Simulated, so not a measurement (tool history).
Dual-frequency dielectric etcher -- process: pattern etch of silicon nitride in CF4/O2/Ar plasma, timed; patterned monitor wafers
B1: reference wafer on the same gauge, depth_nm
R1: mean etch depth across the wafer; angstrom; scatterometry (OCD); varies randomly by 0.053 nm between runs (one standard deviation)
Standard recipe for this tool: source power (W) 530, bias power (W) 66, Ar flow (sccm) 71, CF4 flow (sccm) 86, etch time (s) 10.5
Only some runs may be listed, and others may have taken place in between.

Run 1, day 0: usual settings; B1 28.46. Result: R1 242 angstrom.
Run 2, day 1.954: usual settings but source power (W) 470, bias power (W) 60, Ar flow (sccm) 59, CF4 flow (sccm) 75; B1 28.5. Result: R1 217.8 angstrom.
Run 3, day 4.204: usual settings but source power (W) 400, Ar flow (sccm) 82, CF4 flow (sccm) 80; B1 28.49. Result: R1 201.3 angstrom.
At day 5.229: source power generator calibrated.
Run 4, day 6.612: usual settings but Ar flow (sccm) 84, CF4 flow (sccm) 75; B1 28.52. Result: R1 236 angstrom.
At day 7.292: CF4 flow controller replaced.
Run 5, day 9.083: usual settings but bias power (W) 61; B1 28.48. Result: R1 234.9 angstrom.
Run 6, day 11.479: usual settings but source power (W) 450, bias power (W) 51, Ar flow (sccm) 86, CF4 flow (sccm) 70; B1 28.48. Result: R1 187.4 angstrom.
Run 7, day 13.175: usual settings; B1 28.47. Result: R1 241.7 angstrom.
Run 8, day 15.975: usual settings but source power (W) 410, bias power (W) 81, etch time (s) 12; B1 28.51. Result: R1 258.1 angstrom.
Run 9, day 17.362: usual settings but source power (W) 660, bias power (W) 55, Ar flow (sccm) 56, CF4 flow (sccm) 66; B1 28.49. Result: R1 256.1 angstrom.
Run 10, day 19.317: usual settings but Ar flow (sccm) 57, CF4 flow (sccm) 66; B1 28.5. Result: R1 240 angstrom.
Run 11, day 20.988: usual settings but bias power (W) 54, CF4 flow (sccm) 71; B1 28.5. Result: R1 216.8 angstrom.
At day 22.762: bias power generator calibrated.
At day 23.304: wet clean of the chamber.
Run 12, day 24.721: usual settings; B1 28.52. Result: R1 241.4 angstrom.
Run 13, day 26.892: usual settings but etch time (s) 8.5; B1 28.52. Result: R1 195.9 angstrom.
Run 14, day 28.238: usual settings but etch time (s) 13.5; B1 28.53. Result: R1 310.6 angstrom.
Run 15, day 30.754: usual settings but bias power (W) 50, Ar flow (sccm) 64; B1 28.48. Result: R1 218.8 angstrom.
Run 16, day 33.367: usual settings but bias power (W) 74, etch time (s) 13; B1 28.5. Result: R1 313.6 angstrom.
Run 17, day 35.042: usual settings; B1 28.48. Result: R1 240.8 angstrom.
Run 18, day 37.296: usual settings but source power (W) 420, bias power (W) 70; B1 28.51. Result: R1 216.3 angstrom.
Run 19, day 38.704: usual settings but Ar flow (sccm) 58, etch time (s) 8; B1 28.51. Result: R1 187.9 angstrom.
Run 20, day 41.608: usual settings; B1 28.5. Result: R1 241.8 angstrom.

Here are 5 independent what-if runs from the current tool condition. What would each one return?
Run A, day 41.625: usual settings; B1 ?. Result: R1 ?.
Run B, day 41.625: usual settings but bias power (W) 54, CF4 flow (sccm) 69; B1 ?. Result: R1 ?.
Run C, day 41.625: usual settings but source power (W) 630, bias power (W) 51, CF4 flow (sccm) 98; B1 ?. Result: R1 ?.
Run D, day 41.625: usual settings but source power (W) 610, Ar flow (sccm) 62; B1 ?. Result: R1 ?.
Run E, day 41.625: usual settings but bias power (W) 72, CF4 flow (sccm) 98; B1 ?. Result: R1 ?.

run     B1     R1
  A  28.53  241.7
  B  28.53  216.7
  C  28.53  246.8
  D  28.53  267.7
  E  28.53  253.8
Stripped of hidden state, with their random variation kept, the same runs would have yielded:
run     R1
  A  240.9
  B  215.9
  C    246
  D    267
  E  253.1

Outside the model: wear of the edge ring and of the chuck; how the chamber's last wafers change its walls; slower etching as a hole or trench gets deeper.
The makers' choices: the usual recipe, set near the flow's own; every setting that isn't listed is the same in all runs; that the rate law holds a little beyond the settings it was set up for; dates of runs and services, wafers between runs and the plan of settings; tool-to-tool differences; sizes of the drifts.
